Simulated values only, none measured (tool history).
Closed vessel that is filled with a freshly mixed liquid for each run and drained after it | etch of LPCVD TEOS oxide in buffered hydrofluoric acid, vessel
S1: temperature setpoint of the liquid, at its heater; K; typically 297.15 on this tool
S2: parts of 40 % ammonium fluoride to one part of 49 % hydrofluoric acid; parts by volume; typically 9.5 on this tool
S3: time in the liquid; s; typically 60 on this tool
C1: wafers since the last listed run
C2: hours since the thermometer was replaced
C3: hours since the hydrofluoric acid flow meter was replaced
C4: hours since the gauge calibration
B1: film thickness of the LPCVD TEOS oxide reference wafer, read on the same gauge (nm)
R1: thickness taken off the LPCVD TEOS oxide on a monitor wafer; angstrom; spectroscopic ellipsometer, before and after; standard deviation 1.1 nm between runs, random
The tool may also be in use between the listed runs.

run 1 hour=0 | S1=297.15 S2=9.5 S3=60 | C1=0 C2=785.8 C3=2327.7 C4=212.3 | B1=90.04 | R1=2350.5
run 2 hour=20.3 | S1=297.15 S2=9.5 S3=60 | C1=1721 C2=806.1 C3=2348 C4=232.6 | B1=90.01 | R1=2389.3
run 3 hour=38.6 | S1=297.15 S2=9.5 S3=60 | C1=1551 C2=824.4 C3=2366.3 C4=250.9 | B1=90 | R1=2407.7
run 4 hour=61.9 | S1=297.15 S2=9.5 S3=60 | C1=1975 C2=847.7 C3=2389.6 C4=274.2 | B1=90 | R1=2372.8
run 5 hour=82.8 | S1=297.15 S2=9.5 S3=60 | C1=1771 C2=868.6 C3=2410.5 C4=295.1 | B1=89.99 | R1=2391.5
run 6 hour=97.8 | S1=297.15 S2=9.5 S3=60 | C1=1271 C2=883.6 C3=2425.5 C4=310.1 | B1=90 | R1=2398.8
-- hour=105.6 hydrofluoric acid flow meter replaced
-- hour=119.4 gauge calibrated
run 7 hour=122.3 | S1=297.15 S2=9.5 S3=60 | C1=1992 C2=908.1 C3=16.7 C4=2.9 | B1=90.01 | R1=2415.9
run 8 hour=146.4 | S1=294.65 S2=8 S3=50 | C1=2043 C2=932.2 C3=40.8 C4=27 | B1=89.97 | R1=2071
run 9 hour=167.6 | S1=297.15 S2=9.5 S3=60 | C1=1797 C2=953.4 C3=62 C4=48.2 | B1=90 | R1=2415.3
run 10 hour=193.3 | S1=293.65 S2=9.5 S3=40 | C1=2178 C2=979.1 C3=87.7 C4=73.9 | B1=89.98 | R1=1329.4
-- hour=195.8 thermometer replaced
run 11 hour=208.1 | S1=297.15 S2=9.5 S3=60 | C1=1169 C2=12.3 C3=102.5 C4=88.7 | B1=89.99 | R1=2134.6
run 12 hour=233.8 | S1=297.15 S2=9.5 S3=35 | C1=2178 C2=38 C3=128.2 C4=114.4 | B1=89.99 | R1=1256.8
run 13 hour=260.7 | S1=301.15 S2=9.5 S3=60 | C1=2280 C2=64.9 C3=155.1 C4=141.3 | B1=90.04 | R1=2664.6
run 14 hour=286.9 | S1=295.15 S2=13 S3=90 | C1=2221 C2=91.1 C3=181.3 C4=167.5 | B1=90.02 | R1=2171.6

Each row is a separate what-if for the run after 14, all from the same tool condition, not one after another. Results?
run A hour=287.6 | S1=297.15 S2=9.5 S3=60 | C1=59 C2=91.8 C3=182 C4=168.2 | B1=? | R1=?
run B hour=287.6 | S1=302.15 S2=6.5 S3=50 | C1=59 C2=91.8 C3=182 C4=168.2 | B1=? | R1=?
run C hour=287.6 | S1=297.15 S2=7 S3=60 | C1=59 C2=91.8 C3=182 C4=168.2 | B1=? | R1=?

run=A B1=89.97 R1=2178
run=B B1=89.97 R1=3434
run=C B1=89.97 R1=2957.5
Without the tool's unlogged condition, the same runs would have read:
run=A R1=2154.4
run=B R1=3398
run=C R1=2925.5

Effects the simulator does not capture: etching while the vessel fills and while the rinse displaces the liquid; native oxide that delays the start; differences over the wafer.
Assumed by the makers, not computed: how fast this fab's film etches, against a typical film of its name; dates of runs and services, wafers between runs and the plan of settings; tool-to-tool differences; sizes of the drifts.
